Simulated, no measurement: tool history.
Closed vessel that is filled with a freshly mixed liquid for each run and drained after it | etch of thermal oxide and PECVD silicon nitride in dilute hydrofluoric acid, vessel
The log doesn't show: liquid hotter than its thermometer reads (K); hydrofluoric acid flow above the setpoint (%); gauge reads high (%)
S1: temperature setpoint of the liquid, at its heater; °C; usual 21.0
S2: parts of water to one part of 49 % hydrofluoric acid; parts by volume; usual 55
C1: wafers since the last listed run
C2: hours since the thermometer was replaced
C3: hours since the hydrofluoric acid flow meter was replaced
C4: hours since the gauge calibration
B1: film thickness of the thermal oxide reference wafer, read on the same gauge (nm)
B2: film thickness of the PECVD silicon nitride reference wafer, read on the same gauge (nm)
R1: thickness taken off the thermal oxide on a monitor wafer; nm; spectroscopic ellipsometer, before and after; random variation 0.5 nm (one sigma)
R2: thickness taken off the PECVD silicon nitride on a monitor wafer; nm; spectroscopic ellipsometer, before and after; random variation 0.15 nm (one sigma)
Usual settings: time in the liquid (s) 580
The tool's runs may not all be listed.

{"run": 1, "hour": 0.0, "S1": 21.0, "S2": 55, "time in the liquid (s)": 580, "C1": 0, "C2": 995.9, "C3": 379.0, "C4": 100.5, "B1": 39.99, "B2": 90.0, "R1": 59.91, "R2": 23.75}
{"run": 2, "hour": 13.0, "S1": 21.0, "S2": 55, "time in the liquid (s)": 580, "C1": 723, "C2": 1008.9, "C3": 392.0, "C4": 113.5, "B1": 39.99, "B2": 89.98, "R1": 58.94, "R2": 23.73}
{"hour": 15.8, "done": "thermometer replaced"}
{"run": 3, "hour": 27.8, "S1": 21.0, "S2": 55, "time in the liquid (s)": 310, "C1": 768, "C2": 12.0, "C3": 406.8, "C4": 128.3, "B1": 40.0, "B2": 89.98, "R1": 29.14, "R2": 10.97}
{"run": 4, "hour": 36.2, "S1": 21.0, "S2": 55, "time in the liquid (s)": 580, "C1": 467, "C2": 20.4, "C3": 415.2, "C4": 136.7, "B1": 40.03, "B2": 90.0, "R1": 54.29, "R2": 20.58}
{"run": 5, "hour": 50.0, "S1": 21.0, "S2": 55, "time in the liquid (s)": 580, "C1": 768, "C2": 34.2, "C3": 429.0, "C4": 150.5, "B1": 40.02, "B2": 90.01, "R1": 54.09, "R2": 20.64}
{"run": 6, "hour": 65.8, "S1": 19.0, "S2": 55, "time in the liquid (s)": 580, "C1": 879, "C2": 50.0, "C3": 444.8, "C4": 166.3, "B1": 40.0, "B2": 90.0, "R1": 50.94, "R2": 17.83}
{"hour": 80.6, "done": "hydrofluoric acid flow meter replaced"}
{"run": 7, "hour": 82.2, "S1": 19.0, "S2": 55, "time in the liquid (s)": 580, "C1": 857, "C2": 66.4, "C3": 1.6, "C4": 182.7, "B1": 40.02, "B2": 90.01, "R1": 50.59, "R2": 17.93}
{"run": 8, "hour": 90.6, "S1": 21.0, "S2": 30, "time in the liquid (s)": 780, "C1": 467, "C2": 74.8, "C3": 10.0, "C4": 191.1, "B1": 39.99, "B2": 89.98, "R1": 139.67, "R2": 50.12}
{"run": 9, "hour": 108.3, "S1": 21.0, "S2": 55, "time in the liquid (s)": 580, "C1": 985, "C2": 92.5, "C3": 27.7, "C4": 208.8, "B1": 39.95, "B2": 90.0, "R1": 54.5, "R2": 20.66}
{"run": 10, "hour": 124.5, "S1": 21.0, "S2": 55, "time in the liquid (s)": 580, "C1": 901, "C2": 108.7, "C3": 43.9, "C4": 225.0, "B1": 39.95, "B2": 90.0, "R1": 54.87, "R2": 20.79}
{"run": 11, "hour": 135.0, "S1": 24.0, "S2": 40, "time in the liquid (s)": 240, "C1": 584, "C2": 119.2, "C3": 54.4, "C4": 235.5, "B1": 40.02, "B2": 89.99, "R1": 35.98, "R2": 14.09}
{"run": 12, "hour": 146.5, "S1": 21.0, "S2": 55, "time in the liquid (s)": 580, "C1": 640, "C2": 130.7, "C3": 65.9, "C4": 247.0, "B1": 40.03, "B2": 90.0, "R1": 54.71, "R2": 20.33}
{"run": 13, "hour": 157.0, "S1": 21.0, "S2": 25, "time in the liquid (s)": 740, "C1": 584, "C2": 141.2, "C3": 76.4, "C4": 257.5, "B1": 39.96, "B2": 89.99, "R1": 161.32, "R2": 57.22}
{"run": 14, "hour": 166.6, "S1": 21.0, "S2": 35, "time in the liquid (s)": 580, "C1": 534, "C2": 150.8, "C3": 86.0, "C4": 267.1, "B1": 40.04, "B2": 90.0, "R1": 87.88, "R2": 32.3}
{"run": 15, "hour": 175.3, "S1": 19.5, "S2": 75, "time in the liquid (s)": 250, "C1": 484, "C2": 159.5, "C3": 94.7, "C4": 275.8, "B1": 39.98, "B2": 90.01, "R1": 16.05, "R2": 5.98}
{"run": 16, "hour": 187.5, "S1": 23.5, "S2": 30, "time in the liquid (s)": 685, "C1": 679, "C2": 171.7, "C3": 106.9, "C4": 288.0, "B1": 40.04, "B2": 89.99, "R1": 135.47, "R2": 52.12}
{"hour": 187.8, "done": "gauge calibrated"}
{"run": 17, "hour": 198.1, "S1": 21.0, "S2": 75, "time in the liquid (s)": 315, "C1": 589, "C2": 182.3, "C3": 117.5, "C4": 10.3, "B1": 39.96, "B2": 90.02, "R1": 21.14, "R2": 8.31}
{"run": 18, "hour": 211.6, "S1": 21.0, "S2": 25, "time in the liquid (s)": 580, "C1": 751, "C2": 195.8, "C3": 131.0, "C4": 23.8, "B1": 40.04, "B2": 90.0, "R1": 126.88, "R2": 45.02}
{"run": 19, "hour": 222.1, "S1": 24.0, "S2": 55, "time in the liquid (s)": 750, "C1": 584, "C2": 206.3, "C3": 141.5, "C4": 34.3, "B1": 39.98, "B2": 90.02, "R1": 81.48, "R2": 33.31}
{"run": 20, "hour": 238.7, "S1": 19.5, "S2": 85, "time in the liquid (s)": 440, "C1": 923, "C2": 222.9, "C3": 158.1, "C4": 50.9, "B1": 40.0, "B2": 89.99, "R1": 24.58, "R2": 9.38}
{"run": 21, "hour": 252.6, "S1": 21.0, "S2": 55, "time in the liquid (s)": 580, "C1": 773, "C2": 236.8, "C3": 172.0, "C4": 64.8, "B1": 40.01, "B2": 90.03, "R1": 55.41, "R2": 20.84}
{"run": 22, "hour": 264.9, "S1": 21.0, "S2": 55, "time in the liquid (s)": 395, "C1": 684, "C2": 249.1, "C3": 184.3, "C4": 77.1, "B1": 39.99, "B2": 90.03, "R1": 37.57, "R2": 14.38}
{"run": 23, "hour": 275.5, "S1": 21.0, "S2": 55, "time in the liquid (s)": 580, "C1": 589, "C2": 259.7, "C3": 194.9, "C4": 87.7, "B1": 39.98, "B2": 90.01, "R1": 54.96, "R2": 21.31}
{"run": 24, "hour": 281.6, "S1": 24.0, "S2": 55, "time in the liquid (s)": 310, "C1": 339, "C2": 265.8, "C3": 201.0, "C4": 93.8, "B1": 40.03, "B2": 90.01, "R1": 33.61, "R2": 13.59}
{"run": 25, "hour": 296.1, "S1": 21.0, "S2": 35, "time in the liquid (s)": 840, "C1": 807, "C2": 280.3, "C3": 215.5, "C4": 108.3, "B1": 40.01, "B2": 89.98, "R1": 130.55, "R2": 47.46}
{"run": 26, "hour": 306.1, "S1": 21.0, "S2": 55, "time in the liquid (s)": 580, "C1": 556, "C2": 290.3, "C3": 225.5, "C4": 118.3, "B1": 40.0, "B2": 90.02, "R1": 55.7, "R2": 21.08}

Hidden state at the last listed run before each entry between runs and at the first one after, where it differs:
Between runs 2 and 3: thermometer replaced (hour 15.8)
  liquid hotter than its thermometer reads (K): 2.23 -> 0.117
  measured less the result without the state, R1: +5.22 -> +0.15 nm; R2: +3.35 -> +0.09 nm
Between runs 6 and 7: hydrofluoric acid flow meter replaced (hour 80.6)
  liquid hotter than its thermometer reads (K): 0.191 -> 0.222
  measured less the result without the state, R1: +0.41 -> +0.47 nm; R2: +0.23 -> +0.27 nm
Between runs 16 and 17: gauge calibrated (hour 187.8)
  liquid hotter than its thermometer reads (K): 0.425 -> 0.446
  measured less the result without the state, R1: +2.42 -> +0.39 nm; R2: +1.50 -> +0.25 nm
